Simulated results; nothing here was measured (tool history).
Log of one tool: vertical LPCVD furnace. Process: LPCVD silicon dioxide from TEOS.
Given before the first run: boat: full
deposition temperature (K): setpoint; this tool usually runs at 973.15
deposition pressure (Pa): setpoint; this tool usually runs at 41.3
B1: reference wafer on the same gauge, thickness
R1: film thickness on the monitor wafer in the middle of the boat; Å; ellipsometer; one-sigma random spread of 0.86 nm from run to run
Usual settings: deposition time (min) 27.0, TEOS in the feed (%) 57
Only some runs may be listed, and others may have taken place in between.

{"run": 1, "hour": 0.0, "deposition temperature (K)": 973.15, "deposition pressure (Pa)": 41.3, "deposition time (min)": 27.0, "TEOS in the feed (%)": 57, "B1": 171.75, "R1": 1839.9}
{"run": 2, "hour": 107.5, "deposition temperature (K)": 973.15, "deposition pressure (Pa)": 41.3, "deposition time (min)": 27.0, "TEOS in the feed (%)": 57, "B1": 171.96, "R1": 1830.7}
{"run": 3, "hour": 153.2, "deposition temperature (K)": 973.15, "deposition pressure (Pa)": 41.3, "deposition time (min)": 27.0, "TEOS in the feed (%)": 57, "B1": 171.95, "R1": 1836.2}
{"run": 4, "hour": 229.9, "deposition temperature (K)": 973.15, "deposition pressure (Pa)": 41.3, "deposition time (min)": 22.0, "TEOS in the feed (%)": 57, "B1": 172.03, "R1": 1502.3}
{"run": 5, "hour": 299.2, "deposition temperature (K)": 973.15, "deposition pressure (Pa)": 37.3, "deposition time (min)": 27.0, "TEOS in the feed (%)": 57, "B1": 171.99, "R1": 1739.3}
{"run": 6, "hour": 394.1, "deposition temperature (K)": 981.15, "deposition pressure (Pa)": 41.3, "deposition time (min)": 27.0, "TEOS in the feed (%)": 57, "B1": 171.93, "R1": 2218.6}
{"hour": 420.0, "done": "TEOS flow controller replaced"}
{"run": 7, "hour": 453.5, "deposition temperature (K)": 973.15, "deposition pressure (Pa)": 41.3, "deposition time (min)": 27.0, "TEOS in the feed (%)": 57, "B1": 172.13, "R1": 1828.4}
{"run": 8, "hour": 556.2, "deposition temperature (K)": 973.15, "deposition pressure (Pa)": 41.3, "deposition time (min)": 27.0, "TEOS in the feed (%)": 57, "B1": 172.01, "R1": 1842.0}
{"hour": 583.0, "done": "gauge calibrated"}
{"run": 9, "hour": 623.8, "deposition temperature (K)": 973.15, "deposition pressure (Pa)": 41.3, "deposition time (min)": 27.0, "TEOS in the feed (%)": 57, "B1": 171.89, "R1": 1850.5}
{"run": 10, "hour": 699.2, "deposition temperature (K)": 973.15, "deposition pressure (Pa)": 41.3, "deposition time (min)": 27.0, "TEOS in the feed (%)": 57, "B1": 171.96, "R1": 1835.5}
{"run": 11, "hour": 787.0, "deposition temperature (K)": 973.15, "deposition pressure (Pa)": 41.3, "deposition time (min)": 27.0, "TEOS in the feed (%)": 57, "B1": 171.64, "R1": 1839.9}
{"hour": 880.0, "done": "thermocouples replaced and temperature profile calibrated"}
{"run": 12, "hour": 880.5, "deposition temperature (K)": 973.15, "deposition pressure (Pa)": 41.3, "deposition time (min)": 27.0, "TEOS in the feed (%)": 57, "B1": 172.19, "R1": 1844.3}
{"run": 13, "hour": 906.0, "deposition temperature (K)": 983.15, "deposition pressure (Pa)": 36.0, "deposition time (min)": 19.0, "TEOS in the feed (%)": 57, "B1": 172.0, "R1": 1516.7}
{"run": 14, "hour": 972.9, "deposition temperature (K)": 976.15, "deposition pressure (Pa)": 41.3, "deposition time (min)": 27.0, "TEOS in the feed (%)": 66, "B1": 172.19, "R1": 2114.6}
{"run": 15, "hour": 1037.7, "deposition temperature (K)": 973.15, "deposition pressure (Pa)": 41.3, "deposition time (min)": 27.0, "TEOS in the feed (%)": 62, "B1": 172.06, "R1": 1917.8}
{"run": 16, "hour": 1118.3, "deposition temperature (K)": 973.15, "deposition pressure (Pa)": 41.3, "deposition time (min)": 16.5, "TEOS in the feed (%)": 57, "B1": 171.85, "R1": 1115.0}
{"run": 17, "hour": 1159.5, "deposition temperature (K)": 966.15, "deposition pressure (Pa)": 34.7, "deposition time (min)": 27.0, "TEOS in the feed (%)": 52, "B1": 171.9, "R1": 1360.1}
{"run": 18, "hour": 1255.3, "deposition temperature (K)": 961.15, "deposition pressure (Pa)": 45.3, "deposition time (min)": 33.5, "TEOS in the feed (%)": 57, "B1": 171.88, "R1": 1803.4}
{"run": 19, "hour": 1325.5, "deposition temperature (K)": 973.15, "deposition pressure (Pa)": 41.3, "deposition time (min)": 37.0, "TEOS in the feed (%)": 57, "B1": 171.72, "R1": 2514.7}
{"run": 20, "hour": 1362.9, "deposition temperature (K)": 973.15, "deposition pressure (Pa)": 41.3, "deposition time (min)": 27.0, "TEOS in the feed (%)": 57, "B1": 171.89, "R1": 1839.8}
{"run": 21, "hour": 1414.2, "deposition temperature (K)": 973.15, "deposition pressure (Pa)": 41.3, "deposition time (min)": 31.5, "TEOS in the feed (%)": 63, "B1": 171.85, "R1": 2234.9}
{"hour": 1446.6, "done": "pressure gauge zeroed"}
{"run": 22, "hour": 1550.1, "deposition temperature (K)": 973.15, "deposition pressure (Pa)": 50.0, "deposition time (min)": 27.0, "TEOS in the feed (%)": 54, "B1": 172.11, "R1": 1972.0}
{"run": 23, "hour": 1642.1, "deposition temperature (K)": 973.15, "deposition pressure (Pa)": 41.3, "deposition time (min)": 27.0, "TEOS in the feed (%)": 57, "B1": 172.06, "R1": 1828.3}
{"run": 24, "hour": 1709.0, "deposition temperature (K)": 973.15, "deposition pressure (Pa)": 41.3, "deposition time (min)": 27.0, "TEOS in the feed (%)": 57, "B1": 172.1, "R1": 1829.2}
{"run": 25, "hour": 1770.6, "deposition temperature (K)": 973.15, "deposition pressure (Pa)": 41.3, "deposition time (min)": 27.0, "TEOS in the feed (%)": 57, "B1": 171.97, "R1": 1840.7}
{"run": 26, "hour": 1870.5, "deposition temperature (K)": 965.15, "deposition pressure (Pa)": 50.7, "deposition time (min)": 36.0, "TEOS in the feed (%)": 57, "B1": 171.89, "R1": 2241.2}
{"run": 27, "hour": 1910.7, "deposition temperature (K)": 973.15, "deposition pressure (Pa)": 36.7, "deposition time (min)": 33.0, "TEOS in the feed (%)": 57, "B1": 172.08, "R1": 2128.0}
{"run": 28, "hour": 2102.0, "deposition temperature (K)": 973.15, "deposition pressure (Pa)": 41.3, "deposition time (min)": 23.5, "TEOS in the feed (%)": 57, "B1": 172.25, "R1": 1583.5}
{"run": 29, "hour": 2172.8, "deposition temperature (K)": 973.15, "deposition pressure (Pa)": 41.3, "deposition time (min)": 27.0, "TEOS in the feed (%)": 50, "B1": 172.04, "R1": 1722.1}
{"run": 30, "hour": 2254.4, "deposition temperature (K)": 973.15, "deposition pressure (Pa)": 41.3, "deposition time (min)": 33.0, "TEOS in the feed (%)": 62, "B1": 171.96, "R1": 2334.1}
{"run": 31, "hour": 2311.7, "deposition temperature (K)": 973.15, "deposition pressure (Pa)": 41.3, "deposition time (min)": 27.0, "TEOS in the feed (%)": 57, "B1": 171.92, "R1": 1825.1}

Consider 4 possible next runs. They are alternatives, not a sequence: every one starts from the tool as it was left by run 31. What does each give?
{"run": "A", "hour": 2315.7, "deposition temperature (K)": 973.15, "deposition pressure (Pa)": 41.3, "deposition time (min)": 27.0, "TEOS in the feed (%)": 57, "B1": "?", "R1": "?"}
{"run": "B", "hour": 2315.7, "deposition temperature (K)": 964.15, "deposition pressure (Pa)": 41.3, "deposition time (min)": 24.0, "TEOS in the feed (%)": 60, "B1": "?", "R1": "?"}
{"run": "C", "hour": 2315.7, "deposition temperature (K)": 973.15, "deposition pressure (Pa)": 41.3, "deposition time (min)": 22.5, "TEOS in the feed (%)": 48, "B1": "?", "R1": "?"}
{"run": "D", "hour": 2315.7, "deposition temperature (K)": 973.15, "deposition pressure (Pa)": 50.0, "deposition time (min)": 35.0, "TEOS in the feed (%)": 68, "B1": "?", "R1": "?"}

run=A B1=171.90 R1=1840.3
run=B B1=171.90 R1=1358.6
run=C B1=171.90 R1=1407.3
run=D B1=171.90 R1=2865.7
Take away the tool's hidden state, keep each run's random variation, and the runs would have read:
run=A R1=1840.3
run=B R1=1358.6
run=C R1=1407.3
run=D R1=2865.7
